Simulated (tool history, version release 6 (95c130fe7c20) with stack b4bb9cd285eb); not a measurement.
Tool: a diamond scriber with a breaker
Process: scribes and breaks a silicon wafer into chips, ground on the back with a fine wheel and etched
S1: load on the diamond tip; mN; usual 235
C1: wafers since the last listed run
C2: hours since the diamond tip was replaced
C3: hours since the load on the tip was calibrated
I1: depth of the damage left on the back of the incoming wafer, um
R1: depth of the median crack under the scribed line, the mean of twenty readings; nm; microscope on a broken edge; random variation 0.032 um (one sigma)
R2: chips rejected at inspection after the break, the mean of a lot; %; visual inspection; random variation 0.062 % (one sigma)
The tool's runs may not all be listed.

| run | day | S1 | C1 | C2 | C3 | I1 | R1 | R2 |
|---|---|---|---|---|---|---|---|---|
| 1 | 0 | 235 | 0 | 698.1 | 1584.8 | 0.78 | 10290 | 8.99 |
| 2 | 0.617 | 235 | 32 | 712.9 | 1599.6 | 0.54 | 10260 | 9.54 |
| 3 | 1.021 | 235 | 21 | 722.6 | 1609.3 | 0.4 | 10230 | 9.26 |
| 4 | 1.488 | 235 | 24 | 733.8 | 1620.5 | 0.43 | 10240 | 9.13 |
| 5 | 1.988 | 235 | 26 | 745.8 | 1632.5 | 0.45 | 10190 | 9.4 |
| 6 | 2.454 | 235 | 24 | 757 | 1643.7 | 0.61 | 10220 | 9.05 |
| 7 | 2.812 | 235 | 19 | 765.6 | 1652.3 | 0.74 | 10230 | 10.13 |
| 8 | 3.458 | 235 | 34 | 781.1 | 1667.8 | 0.59 | 10180 | 9.55 |
| 9 | 4.2 | 235 | 39 | 798.9 | 1685.6 | 0.43 | 10190 | 10.46 |
| 10 | 4.938 | 235 | 39 | 816.6 | 1703.3 | 0.4 | 10170 | 9.68 |
| 11 | 5.279 | 280 | 18 | 824.8 | 1711.5 | 0.31 | 11150 | 3.21 |
|  | 5.7 | load on the tip recalibrated |
| 12 | 5.938 | 235 | 30 | 840.6 | 5.7 | 0.77 | 10980 | 3.7 |
|  | 6.696 | diamond tip replaced by a new one |
| 13 | 6.717 | 186 | 37 | 0.5 | 24.4 | 0.5 | 10400 | 7.45 |
| 14 | 7.154 | 235 | 23 | 11 | 34.9 | 0.48 | 11620 | 1.83 |
| 15 | 7.483 | 295 | 17 | 18.9 | 42.8 | 0.66 | 13140 | 5.9 |
| 16 | 7.812 | 204 | 17 | 26.8 | 50.7 | 0.53 | 10870 | 4.75 |
| 17 | 8.088 | 235 | 14 | 33.4 | 57.3 | 0.79 | 11650 | 1.94 |
| 18 | 8.562 | 212 | 25 | 44.8 | 68.7 | 0.33 | 11030 | 3.47 |
| 19 | 8.975 | 266 | 21 | 54.7 | 78.6 | 0.71 | 12320 | 2.57 |
| 20 | 9.458 | 254 | 25 | 66.3 | 90.2 | 0.43 | 11980 | 1.8 |
| 21 | 10.15 | 289 | 36 | 82.9 | 106.8 | 0.46 | 12810 | 4.39 |
| 22 | 11.175 | 304 | 54 | 107.5 | 131.4 | 0.33 | 13110 | 5.78 |

What the log doesn't show, run by run:
H1: share of the diamond tip's cutting effectiveness lost through wear, %
H2: deviation of the load on the tip from its setpoint, %
| run | H1 | H2 |
|---|---|---|
| 1 | 8.33 | -15.3 |
| 2 | 8.47 | -15.3 |
| 3 | 8.57 | -15.3 |
| 4 | 8.68 | -15.3 |
| 5 | 8.79 | -15.3 |
| 6 | 8.9 | -15.4 |
| 7 | 8.98 | -15.4 |
| 8 | 9.13 | -15.4 |
| 9 | 9.31 | -15.4 |
| 10 | 9.48 | -15.4 |
| 11 | 9.56 | -15.4 |
| 12 | 9.71 | -0.253 |
| 13 | 0.944 | -0.784 |
| 14 | 1.05 | -1.07 |
| 15 | 1.12 | -1.29 |
| 16 | 1.2 | -1.5 |
| 17 | 1.26 | -1.67 |
| 18 | 1.37 | -1.97 |
| 19 | 1.47 | -2.22 |
| 20 | 1.58 | -2.51 |
| 21 | 1.74 | -2.92 |
| 22 | 1.98 | -3.49 |

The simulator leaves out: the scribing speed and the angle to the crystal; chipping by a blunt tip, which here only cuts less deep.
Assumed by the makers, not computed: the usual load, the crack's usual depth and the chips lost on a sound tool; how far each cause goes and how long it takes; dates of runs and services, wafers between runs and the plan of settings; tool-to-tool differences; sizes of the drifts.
